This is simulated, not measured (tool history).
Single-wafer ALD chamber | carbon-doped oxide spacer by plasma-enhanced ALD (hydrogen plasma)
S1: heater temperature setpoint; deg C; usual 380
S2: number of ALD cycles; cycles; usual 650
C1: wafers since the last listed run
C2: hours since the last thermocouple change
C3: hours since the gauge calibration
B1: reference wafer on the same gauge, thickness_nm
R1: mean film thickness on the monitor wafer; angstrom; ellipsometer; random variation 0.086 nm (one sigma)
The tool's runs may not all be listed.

Run 1, hour 0.0: usual settings but S2 594 cycles; C1 0; C2 1304.8; C3 248.1; B1 30.739. Result: R1 308.59 angstrom.
Run 2, hour 17.4: usual settings; C1 12; C2 1322.2; C3 265.5; B1 30.745. Result: R1 336.86 angstrom.
Run 3, hour 31.9: usual settings; C1 10; C2 1336.7; C3 280.0; B1 30.753. Result: R1 338.66 angstrom.
Run 4, hour 44.3: usual settings; C1 9; C2 1349.1; C3 292.4; B1 30.708. Result: R1 337.97 angstrom.
Run 5, hour 74.9: usual settings; C1 22; C2 1379.7; C3 323.0; B1 30.721. Result: R1 337.82 angstrom.
Run 6, hour 81.8: usual settings; C1 5; C2 1386.6; C3 329.9; B1 30.744. Result: R1 337.74 angstrom.
Run 7, hour 94.4: usual settings; C1 9; C2 1399.2; C3 342.5; B1 30.732. Result: R1 336.03 angstrom.
Run 8, hour 118.0: usual settings; C1 17; C2 1422.8; C3 366.1; B1 30.706. Result: R1 336.11 angstrom.
At hour 131.1: gauge calibrated.
Run 9, hour 132.1: usual settings but S2 693 cycles; C1 10; C2 1436.9; C3 1.0; B1 31.171. Result: R1 364.95 angstrom.
Run 10, hour 139.4: usual settings; C1 5; C2 1444.2; C3 8.3; B1 31.119. Result: R1 342.31 angstrom.
Run 11, hour 146.4: usual settings; C1 5; C2 1451.2; C3 15.3; B1 31.100. Result: R1 340.88 angstrom.
Run 12, hour 155.7: usual settings; C1 6; C2 1460.5; C3 24.6; B1 31.060. Result: R1 340.35 angstrom.
Run 13, hour 173.7: usual settings; C1 13; C2 1478.5; C3 42.6; B1 31.046. Result: R1 339.58 angstrom.
Run 14, hour 185.6: usual settings but S1 376 deg C; C1 8; C2 1490.4; C3 54.5; B1 31.022. Result: R1 340.08 angstrom.
Run 15, hour 200.9: usual settings but S1 376 deg C; C1 11; C2 1505.7; C3 69.8; B1 30.966. Result: R1 340.79 angstrom.
Run 16, hour 210.0: usual settings but S1 371 deg C; C1 6; C2 1514.8; C3 78.9; B1 30.921. Result: R1 339.70 angstrom.
Run 17, hour 222.8: usual settings but S1 386 deg C; C1 9; C2 1527.6; C3 91.7; B1 30.937. Result: R1 338.10 angstrom.
Run 18, hour 229.2: usual settings but S1 370 deg C; C1 4; C2 1534.0; C3 98.1; B1 30.901. Result: R1 338.99 angstrom.
Run 19, hour 238.4: usual settings but S1 394 deg C, S2 699 cycles; C1 6; C2 1543.2; C3 107.3; B1 30.884. Result: R1 363.94 angstrom.
Run 20, hour 255.7: usual settings; C1 12; C2 1560.5; C3 124.6; B1 30.907. Result: R1 339.32 angstrom.
At hour 275.3: thermocouple changed; heater temperature recalibrated.
Run 21, hour 275.8: usual settings; C1 8; C2 0.5; C3 144.7; B1 30.846. Result: R1 338.19 angstrom.
Run 22, hour 283.8: usual settings but S1 369 deg C, S2 740 cycles; C1 5; C2 8.5; C3 152.7; B1 30.807. Result: R1 383.50 angstrom.
Run 23, hour 301.4: usual settings but S2 580 cycles; C1 12; C2 26.1; C3 170.3; B1 30.803. Result: R1 300.62 angstrom.
Run 24, hour 316.3: usual settings but S1 370 deg C, S2 616 cycles; C1 10; C2 41.0; C3 185.2; B1 30.800. Result: R1 320.11 angstrom.
Run 25, hour 333.4: usual settings but S1 373 deg C; C1 12; C2 58.1; C3 202.3; B1 30.784. Result: R1 337.13 angstrom.
Run 26, hour 347.9: usual settings; C1 10; C2 72.6; C3 216.8; B1 30.783. Result: R1 338.65 angstrom.
Run 27, hour 358.1: usual settings but S2 581 cycles; C1 7; C2 82.8; C3 227.0; B1 30.777. Result: R1 301.13 angstrom.
Run 28, hour 374.9: usual settings; C1 12; C2 99.6; C3 243.8; B1 30.746. Result: R1 338.03 angstrom.
Run 29, hour 383.8: usual settings but S1 391 deg C, S2 742 cycles; C1 6; C2 108.5; C3 252.7; B1 30.746. Result: R1 385.50 angstrom.
Run 30, hour 398.3: usual settings but S1 368 deg C, S2 582 cycles; C1 10; C2 123.0; C3 267.2; B1 30.740. Result: R1 302.71 angstrom.
Run 31, hour 405.4: usual settings but S2 522 cycles; C1 5; C2 130.1; C3 274.3; B1 30.778. Result: R1 270.30 angstrom.
Run 32, hour 422.2: usual settings but S1 367 deg C, S2 728 cycles; C1 12; C2 146.9; C3 291.1; B1 30.750. Result: R1 376.55 angstrom.
Run 33, hour 432.0: usual settings but S1 388 deg C, S2 590 cycles; C1 7; C2 156.7; C3 300.9; B1 30.775. Result: R1 306.63 angstrom.

Forecast each of these 5 alternatives for the next run:
Run A, hour 433.4: usual settings but S2 771 cycles; C1 1; C2 158.1; C3 302.3; B1 ?. Result: R1 ?.
Run B, hour 433.4: usual settings but S1 372 deg C, S2 582 cycles; C1 1; C2 158.1; C3 302.3; B1 ?. Result: R1 ?.
Run C, hour 433.4: usual settings but S1 392 deg C, S2 735 cycles; C1 1; C2 158.1; C3 302.3; B1 ?. Result: R1 ?.
Run D, hour 433.4: usual settings but S2 554 cycles; C1 1; C2 158.1; C3 302.3; B1 ?. Result: R1 ?.
Run E, hour 433.4: usual settings but S1 388 deg C, S2 613 cycles; C1 1; C2 158.1; C3 302.3; B1 ?. Result: R1 ?.

run      B1      R1
  A  30.775  400.66
  B  30.775  302.44
  C  30.775  381.95
  D  30.775  287.89
  E  30.775  318.55
Without the tool's hidden state the same runs would have given:
run      R1
  A  406.63
  B  306.95
  C  387.64
  D  292.18
  E  323.30

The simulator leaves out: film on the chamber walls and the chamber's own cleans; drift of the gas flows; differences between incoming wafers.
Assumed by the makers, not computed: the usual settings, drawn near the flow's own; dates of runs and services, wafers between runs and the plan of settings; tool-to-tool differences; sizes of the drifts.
